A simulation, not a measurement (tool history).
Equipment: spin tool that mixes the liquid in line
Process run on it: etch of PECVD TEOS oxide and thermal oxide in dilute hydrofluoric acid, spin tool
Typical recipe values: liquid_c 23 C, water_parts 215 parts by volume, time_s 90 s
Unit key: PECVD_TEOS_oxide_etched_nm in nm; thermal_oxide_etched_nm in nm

run,hour,liquid_c,water_parts,time_s,wafers since the last listed run,hours since the thermometer was replaced,hours since the hydrofluoric acid flow meter was replaced,hours since the gauge calibration,"read-back film thickness of the PECVD TEOS oxide reference wafer, read on the same gauge (nm)","read-back film thickness of the thermal oxide reference wafer, read on the same gauge (nm)",PECVD_TEOS_oxide_etched_nm,thermal_oxide_etched_nm
1,0,23,215,135,0,82.2,190.2,1391.6,39.989,139.985,7.874,2.511
2,67.1,19.5,215,90,623,149.3,257.3,1458.7,39.986,140.013,4.615,1.461
3,101.1,19.5,215,90,315,183.3,291.3,1492.7,40.008,139.985,4.623,1.357
4,158.9,19.5,215,90,537,241.1,349.1,1550.5,40.011,139.98,4.662,1.466
5,188.5,23,260,90,275,270.7,378.7,1580.1,40,140.018,4.26,1.248
6,239.3,23,260,90,472,321.5,429.5,1630.9,40.002,139.982,4.237,1.31
7,274.5,23,260,90,327,356.7,464.7,1666.1,39.995,139.995,4.184,1.274
8,313.1,25.5,115,35,358,395.3,503.3,1704.7,39.998,140.02,4.815,1.441
9,363.3,23,215,90,466,445.5,553.5,1754.9,40.004,140.001,5.349,1.663
10,403.5,25.5,215,90,373,485.7,593.7,1795.1,39.984,139.998,5.861,1.912
11,455,23,135,75,478,537.2,645.2,1846.6,40.005,140.014,7.818,2.452
# hour 493.9: gauge calibrated
12,501.2,23,115,90,429,583.4,691.4,7.3,40,139.996,11.29,3.491
13,571.2,23,180,50,650,653.4,761.4,77.3,40.005,140.006,3.659,1.115
14,634.8,23,215,90,591,717,825,140.9,40.003,139.988,5.427,1.639
# hour 673.6: hydrofluoric acid flow meter replaced
15,675.6,19.5,155,90,369,757.8,2,181.7,39.996,139.991,6.696,2.085
16,707.9,28,265,115,300,790.1,34.3,214,40.015,140.002,6.136,1.925
17,751.5,25,170,45,405,833.7,77.9,257.6,39.98,139.975,3.728,1.215

Estimate the outcome of run 18 from the log above:
18,777.9,21.5,255,50,245,860.1,104.3,284,?,?,?,?

Logged for run 18: read-back film thickness of the PECVD TEOS oxide reference wafer, read on the same gauge (nm) 40.009, read-back film thickness of the thermal oxide reference wafer, read on the same gauge (nm) 140.011, PECVD_TEOS_oxide_etched_nm 2.251 nm, thermal_oxide_etched_nm 0.668 nm.
The same run, on a tool lacking any hidden state, would have yielded PECVD_TEOS_oxide_etched_nm 2.234 nm, thermal_oxide_etched_nm 0.663 nm.

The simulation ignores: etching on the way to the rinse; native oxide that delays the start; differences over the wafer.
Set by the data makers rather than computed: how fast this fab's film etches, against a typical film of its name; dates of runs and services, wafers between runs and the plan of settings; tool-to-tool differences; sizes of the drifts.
